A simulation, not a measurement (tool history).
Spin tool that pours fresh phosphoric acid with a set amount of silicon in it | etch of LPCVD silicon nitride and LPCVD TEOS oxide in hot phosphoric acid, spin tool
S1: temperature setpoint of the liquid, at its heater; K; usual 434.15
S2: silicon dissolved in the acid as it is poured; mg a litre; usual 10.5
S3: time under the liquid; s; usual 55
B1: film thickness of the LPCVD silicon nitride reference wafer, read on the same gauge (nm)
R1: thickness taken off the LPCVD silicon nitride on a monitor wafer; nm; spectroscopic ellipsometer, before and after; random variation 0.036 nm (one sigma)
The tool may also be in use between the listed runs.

run,hour,S1,S2,S3,B1,R1
1,0.0,434.15,10.5,55,110.009,4.855
2,91.4,434.15,10.5,55,110.006,4.845
3,196.1,434.15,10.5,55,110.006,4.749
4,251.4,434.15,10.5,55,109.997,4.788
5,423.7,434.15,10.5,55,110.022,4.811
# hour 438.1: gauge calibrated
6,520.3,434.15,10.5,55,109.985,4.738
7,570.4,434.15,10.5,55,109.977,4.739
8,666.4,434.15,10.5,45,109.992,3.920
9,728.9,434.15,4.0,55,110.015,4.760
# hour 755.6: thermometer replaced
10,825.7,434.15,10.5,55,109.984,4.739
11,905.4,434.15,10.5,55,109.970,4.723
# hour 971.3: heated supply line repaired
12,971.8,434.15,13.0,55,110.000,4.921
13,1055.7,435.65,14.5,45,110.011,4.272
14,1151.2,435.65,7.5,85,109.968,8.013
15,1248.0,434.15,10.5,55,110.003,4.860
# hour 1270.1: dissolved silicon flow meter replaced
16,1287.7,435.65,7.5,85,110.005,7.976
17,1353.6,433.15,13.0,75,110.026,6.356
18,1428.6,437.15,10.5,55,110.033,5.336
19,1528.0,434.15,15.5,55,110.025,4.816
20,1582.5,434.15,14.0,55,109.971,4.818
21,1623.2,436.15,4.5,30,109.980,2.846
22,1688.8,434.15,15.0,55,109.962,4.823
23,1739.1,434.15,10.5,55,110.004,4.796

Forecast each of these 3 alternatives for the next run:
A,1739.5,434.15,10.5,55,?,?
B,1739.5,431.15,6.5,70,?,?
C,1739.5,431.65,7.0,55,?,?

run,B1,R1
A,110.001,4.816
B,110.001,5.539
C,110.001,4.427
Without the tool's hidden state the same runs would have given:
run,R1
A,4.927
B,5.668
C,4.530

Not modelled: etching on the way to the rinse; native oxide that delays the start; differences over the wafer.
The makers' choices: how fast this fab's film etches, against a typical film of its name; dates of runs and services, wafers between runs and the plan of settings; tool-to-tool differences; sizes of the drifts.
